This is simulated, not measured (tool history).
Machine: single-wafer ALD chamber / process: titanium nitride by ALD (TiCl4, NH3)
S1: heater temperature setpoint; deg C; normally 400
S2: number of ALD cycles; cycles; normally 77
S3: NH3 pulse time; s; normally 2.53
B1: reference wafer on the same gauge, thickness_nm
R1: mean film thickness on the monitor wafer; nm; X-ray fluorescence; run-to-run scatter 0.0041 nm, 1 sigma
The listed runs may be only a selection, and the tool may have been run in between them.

Run 1, hour 0: usual settings but S1 406 deg C; B1 1.396. Result: R1 1.609 nm.
Run 2, hour 47.2: usual settings but S1 397 deg C; B1 1.393. Result: R1 1.606 nm.
Run 3, hour 126.1: usual settings but S1 390 deg C; B1 1.392. Result: R1 1.596 nm.
Run 4, hour 227.1: usual settings but S1 390 deg C; B1 1.389. Result: R1 1.584 nm.
Run 5, hour 278.2: usual settings but S1 390 deg C; B1 1.387. Result: R1 1.582 nm.
Run 6, hour 360.2: usual settings; B1 1.383. Result: R1 1.597 nm.
Run 7, hour 417.4: usual settings; B1 1.382. Result: R1 1.59 nm.
Run 8, hour 496.5: usual settings but S1 411 deg C; B1 1.379. Result: R1 1.593 nm.
Run 9, hour 582.4: usual settings but S1 411 deg C; B1 1.374. Result: R1 1.596 nm.
At hour 653.1: gauge calibrated.
Run 10, hour 677.8: usual settings but S1 411 deg C; B1 1.411. Result: R1 1.635 nm.
Run 11, hour 739.4: usual settings but S3 1.92 s; B1 1.408. Result: R1 1.616 nm.
At hour 815: showerhead replaced.
Run 12, hour 826.7: usual settings but S3 1.92 s; B1 1.408. Result: R1 1.612 nm.
Run 13, hour 917.6: usual settings but S1 394 deg C, S2 91 cycles, S3 2.89 s; B1 1.407. Result: R1 1.928 nm.
Run 14, hour 986.6: usual settings but S1 387 deg C, S3 3.47 s; B1 1.409. Result: R1 1.628 nm.
Run 15, hour 1051.2: usual settings; B1 1.407. Result: R1 1.627 nm.
Run 16, hour 1138.2: usual settings; B1 1.407. Result: R1 1.628 nm.
Run 17, hour 1182.5: usual settings; B1 1.407. Result: R1 1.617 nm.
At hour 1217: thermocouple changed; heater temperature recalibrated.
Run 18, hour 1271.2: usual settings but S1 386 deg C, S2 88 cycles, S3 2.98 s; B1 1.405. Result: R1 1.84 nm.
Run 19, hour 1400.3: usual settings but S1 390 deg C, S2 67 cycles; B1 1.402. Result: R1 1.397 nm.
Run 20, hour 1477.4: usual settings but S3 1.92 s; B1 1.402. Result: R1 1.611 nm.
Run 21, hour 1538.6: usual settings; B1 1.401. Result: R1 1.62 nm.
Run 22, hour 1726.7: usual settings but S1 406 deg C, S2 92 cycles, S3 1.82 s; B1 1.398. Result: R1 1.918 nm.
Run 23, hour 1833.3: usual settings but S2 66 cycles; B1 1.395. Result: R1 1.379 nm.
Run 24, hour 1930.3: usual settings but S1 388 deg C, S2 84 cycles, S3 3.07 s; B1 1.393. Result: R1 1.745 nm.
Run 25, hour 2020.4: usual settings but S1 414 deg C, S3 2.23 s; B1 1.389. Result: R1 1.604 nm.

Consider 3 possible next runs. They are alternatives, not a sequence: every one starts from the tool as it was left by run 25. What does each give?
Run A, hour 2021: usual settings; B1 ?. Result: R1 ?.
Run B, hour 2021: usual settings but S1 410 deg C, S2 86 cycles, S3 1.81 s; B1 ?. Result: R1 ?.
Run C, hour 2021: usual settings but S1 410 deg C; B1 ?. Result: R1 ?.

run     B1     R1
  A  1.389  1.607
  B  1.389  1.784
  C  1.389  1.611
The same runs, with their run-to-run variation unchanged, on a tool lacking any hidden condition would have given:
run     R1
  A   1.63
  B   1.81
  C  1.635
